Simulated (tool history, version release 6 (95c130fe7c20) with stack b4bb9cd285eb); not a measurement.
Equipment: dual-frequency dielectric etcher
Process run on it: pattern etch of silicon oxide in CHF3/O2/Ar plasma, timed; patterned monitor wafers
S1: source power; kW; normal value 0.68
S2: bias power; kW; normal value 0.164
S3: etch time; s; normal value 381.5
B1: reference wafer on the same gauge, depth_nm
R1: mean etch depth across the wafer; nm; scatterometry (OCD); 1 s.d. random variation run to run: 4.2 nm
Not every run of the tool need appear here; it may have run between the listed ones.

run	day	S1	S2	S3	B1	R1
1	0	0.68	0.164	381.5	713	755.9
2	1.067	0.61	0.143	381.5	713.7	680.7
3	2.154	0.68	0.164	306.5	714.9	601.8
4	2.792	0.68	0.173	381.5	713.5	766.4
# day 4.958: gauge calibrated
# day 5.421: upper electrode replaced
5	5.442	0.68	0.173	381.5	714	747.6
6	5.458	0.68	0.173	381.5	713.9	756.8
# day 6.521: bias power generator calibrated
# day 6.804: wet clean of the chamber
7	6.825	0.68	0.164	381.5	714	770.5
8	7.083	0.68	0.164	291.5	713.7	587.2
9	8.417	0.68	0.164	381.5	714.2	769.1
10	9.671	0.68	0.164	381.5	714.3	765.5
11	11.108	0.68	0.164	287.5	713.9	576.2
12	11.738	0.76	0.164	381.5	715.1	811.5
# day 11.958: source power generator calibrated
13	12.258	0.62	0.164	381.5	714.1	734.4
14	12.883	0.73	0.149	381.5	714.7	761.6

Run 15 has not been measured yet. What should we expect?
15	14.575	0.79	0.149	482.5	?	?

B1: 714.5
R1: 1006.8 nm
Had the tool carried no hidden state, the very same run would have given R1 1026.8 nm.
